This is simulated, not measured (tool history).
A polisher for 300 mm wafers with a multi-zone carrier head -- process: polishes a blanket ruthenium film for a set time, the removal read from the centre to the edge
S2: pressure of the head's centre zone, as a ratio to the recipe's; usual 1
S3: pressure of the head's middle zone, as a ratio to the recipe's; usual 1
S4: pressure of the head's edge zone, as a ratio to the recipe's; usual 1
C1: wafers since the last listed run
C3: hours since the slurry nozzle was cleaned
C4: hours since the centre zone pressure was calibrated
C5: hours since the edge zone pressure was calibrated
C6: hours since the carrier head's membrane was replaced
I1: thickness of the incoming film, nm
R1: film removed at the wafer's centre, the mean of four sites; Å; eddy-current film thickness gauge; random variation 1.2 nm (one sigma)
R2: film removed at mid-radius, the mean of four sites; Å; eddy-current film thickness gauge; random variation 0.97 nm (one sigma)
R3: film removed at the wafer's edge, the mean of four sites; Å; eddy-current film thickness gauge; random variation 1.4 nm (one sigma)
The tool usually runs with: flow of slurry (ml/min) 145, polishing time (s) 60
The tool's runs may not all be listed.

run 1 hour=0 | flow_of_slurry_(ml/min)=145 S2=1 S3=1 S4=1 polishing_time_(s)=60 | C1=0 wafers_polished_on_this_pad=3545 C3=437.8 C4=497.6 C5=779.8 C6=375.3 | I1=310.6 | R1=945 R2=1056 R3=1039
-- hour=10.1 edge zone pressure recalibrated
run 2 hour=79.4 | flow_of_slurry_(ml/min)=145 S2=1 S3=1 S4=1 polishing_time_(s)=60 | C1=864 wafers_polished_on_this_pad=4409 C3=517.2 C4=577 C5=69.3 C6=454.7 | I1=312.9 | R1=926 R2=1077 R3=1045
run 3 hour=164.4 | flow_of_slurry_(ml/min)=145 S2=1 S3=1 S4=1 polishing_time_(s)=60 | C1=948 wafers_polished_on_this_pad=5358 C3=602.2 C4=662 C5=154.3 C6=539.7 | I1=307.3 | R1=892 R2=1067 R3=1043
-- hour=171.6 carrier head's membrane replaced by a new one
-- hour=186.4 slurry nozzle cleaned
run 4 hour=247.1 | flow_of_slurry_(ml/min)=145 S2=1 S3=1 S4=1 polishing_time_(s)=60 | C1=856 wafers_polished_on_this_pad=6214 C3=60.7 C4=744.7 C5=237 C6=75.5 | I1=314.1 | R1=992 R2=1133 R3=1079
-- hour=261.4 worn pad replaced by a new one
run 5 hour=352.7 | flow_of_slurry_(ml/min)=105 S2=0.92 S3=1 S4=1 polishing_time_(s)=60 | C1=1134 wafers_polished_on_this_pad=1019 C3=166.3 C4=850.3 C5=342.6 C6=181.1 | I1=305.8 | R1=789 R2=1025 R3=1036
run 6 hour=405.6 | flow_of_slurry_(ml/min)=125 S2=1 S3=1 S4=1 polishing_time_(s)=80 | C1=590 wafers_polished_on_this_pad=1610 C3=219.2 C4=903.2 C5=395.5 C6=234 | I1=308.4 | R1=1189 R2=1406 R3=1379
-- hour=423 centre zone pressure recalibrated
run 7 hour=498.3 | flow_of_slurry_(ml/min)=175 S2=1 S3=1 S4=0.94 polishing_time_(s)=76 | C1=1012 wafers_polished_on_this_pad=2622 C3=311.9 C4=75.3 C5=488.2 C6=326.7 | I1=303.4 | R1=1304 R2=1408 R3=1333
run 8 hour=582.6 | flow_of_slurry_(ml/min)=145 S2=1 S3=0.94 S4=1 polishing_time_(s)=41 | C1=941 wafers_polished_on_this_pad=3563 C3=396.2 C4=159.6 C5=572.5 C6=411 | I1=311.1 | R1=662 R2=698 R3=713
run 9 hour=638.8 | flow_of_slurry_(ml/min)=145 S2=1 S3=1 S4=1 polishing_time_(s)=60 | C1=627 wafers_polished_on_this_pad=4191 C3=452.4 C4=215.8 C5=628.7 C6=467.2 | I1=310.1 | R1=928 R2=1048 R3=1043
run 10 hour=694.4 | flow_of_slurry_(ml/min)=115 S2=1 S3=1 S4=1.07 polishing_time_(s)=60 | C1=620 wafers_polished_on_this_pad=4811 C3=508 C4=271.4 C5=684.3 C6=522.8 | I1=309.2 | R1=858 R2=991 R3=1021
-- hour=739.3 carrier head's membrane replaced by a new one
run 11 hour=799.2 | flow_of_slurry_(ml/min)=115 S2=1 S3=1 S4=1.07 polishing_time_(s)=60 | C1=1114 wafers_polished_on_this_pad=5925 C3=612.8 C4=376.2 C5=789.1 C6=59.9 | I1=309.9 | R1=834 R2=973 R3=1017
-- hour=810 worn pad replaced by a new one
-- hour=826.2 edge zone pressure recalibrated
-- hour=858.2 slurry nozzle cleaned
run 12 hour=1001.8 | flow_of_slurry_(ml/min)=145 S2=1.1 S3=1 S4=1 polishing_time_(s)=60 | C1=2183 wafers_polished_on_this_pad=2107 C3=143.6 C4=578.8 C5=175.6 C6=262.5 | I1=312.7 | R1=1076 R2=1100 R3=1083
run 13 hour=1056.9 | flow_of_slurry_(ml/min)=145 S2=0.96 S3=1.09 S4=0.94 polishing_time_(s)=73 | C1=615 wafers_polished_on_this_pad=2722 C3=198.7 C4=633.9 C5=230.7 C6=317.6 | I1=308 | R1=1095 R2=1437 R3=1289
run 14 hour=1113.9 | flow_of_slurry_(ml/min)=145 S2=0.95 S3=1 S4=1 polishing_time_(s)=60 | C1=636 wafers_polished_on_this_pad=3358 C3=255.7 C4=690.9 C5=287.7 C6=374.6 | I1=306.1 | R1=877 R2=1098 R3=1071
run 15 hour=1201.3 | flow_of_slurry_(ml/min)=195 S2=1 S3=1.1 S4=1 polishing_time_(s)=60 | C1=975 wafers_polished_on_this_pad=4334 C3=343.1 C4=778.3 C5=375.1 C6=462 | I1=311.2 | R1=968 R2=1219 R3=1115
-- hour=1235.7 carrier head's membrane replaced by a new one
run 16 hour=1237.5 | flow_of_slurry_(ml/min)=145 S2=1 S3=1 S4=0.94 polishing_time_(s)=47 | C1=348 wafers_polished_on_this_pad=4682 C3=379.3 C4=814.5 C5=411.3 C6=1.8 | I1=310.8 | R1=702 R2=843 R3=818
run 17 hour=1335.8 | flow_of_slurry_(ml/min)=145 S2=1 S3=1 S4=1 polishing_time_(s)=60 | C1=1097 wafers_polished_on_this_pad=5780 C3=477.6 C4=912.8 C5=509.6 C6=100.1 | I1=309.8 | R1=902 R2=1046 R3=1035
-- hour=1378.3 worn pad replaced by a new one
run 18 hour=1419.3 | flow_of_slurry_(ml/min)=145 S2=1 S3=1 S4=1 polishing_time_(s)=60 | C1=887 wafers_polished_on_this_pad=457 C3=561.1 C4=996.3 C5=593.1 C6=183.6 | I1=315.6 | R1=886 R2=1061 R3=1066
-- hour=1519.9 edge zone pressure recalibrated
-- hour=1527.4 slurry nozzle cleaned
-- hour=1560.3 centre zone pressure recalibrated
run 19 hour=1723.4 | flow_of_slurry_(ml/min)=145 S2=1 S3=1 S4=1 polishing_time_(s)=60 | C1=3339 wafers_polished_on_this_pad=3796 C3=196 C4=163.1 C5=203.5 C6=487.7 | I1=306.1 | R1=991 R2=1092 R3=1086
-- hour=1775.3 carrier head's membrane replaced by a new one
run 20 hour=1803.1 | flow_of_slurry_(ml/min)=190 S2=1 S3=0.91 S4=1 polishing_time_(s)=47 | C1=833 wafers_polished_on_this_pad=4630 C3=275.7 C4=242.8 C5=283.2 C6=27.8 | I1=311 | R1=804 R2=849 R3=875
-- hour=1861.2 worn pad replaced by a new one
run 21 hour=1888.5 | flow_of_slurry_(ml/min)=145 S2=1 S3=1.04 S4=1 polishing_time_(s)=60 | C1=908 wafers_polished_on_this_pad=305 C3=361.1 C4=328.2 C5=368.6 C6=113.2 | I1=310 | R1=926 R2=1083 R3=1067

Measured result minus the same run's result without the hidden state. Both carry the same run-to-run variation, though not necessarily the same gauge scatter:
Hidden state present: removal rate lost through wear of the pad, %; slurry flow missing at the pad, %; deviation of the centre zone's pressure from its setpoint, %; deviation of the edge zone's pressure from its setpoint, %.
run=1 R1=-201 R2=-102 R3=-69
run=2 R1=-211 R2=-111 R3=-74
run=3 R1=-214 R2=-114 R3=-77
run=4 R1=-149 R2=-39 R3=-27
run=5 R1=-179 R2=-90 R3=-61
run=6 R1=-277 R2=-130 R3=-87
run=7 R1=-162 R2=-123 R3=-81
run=8 R1=-122 R2=-80 R3=-56
run=9 R1=-190 R2=-127 R3=-85
run=10 R1=-221 R2=-151 R3=-102
run=11 R1=-240 R2=-156 R3=-106
run=12 R1=-186 R2=-60 R3=-41
run=13 R1=-216 R2=-99 R3=-62
run=14 R1=-191 R2=-90 R3=-61
run=15 R1=-205 R2=-92 R3=-60
run=16 R1=-175 R2=-86 R3=-57
run=17 R1=-241 R2=-117 R3=-80
run=18 R1=-246 R2=-126 R3=-86
run=19 R1=-132 R2=-79 R3=-54
run=20 R1=-120 R2=-61 R3=-45
run=21 R1=-192 R2=-113 R3=-76

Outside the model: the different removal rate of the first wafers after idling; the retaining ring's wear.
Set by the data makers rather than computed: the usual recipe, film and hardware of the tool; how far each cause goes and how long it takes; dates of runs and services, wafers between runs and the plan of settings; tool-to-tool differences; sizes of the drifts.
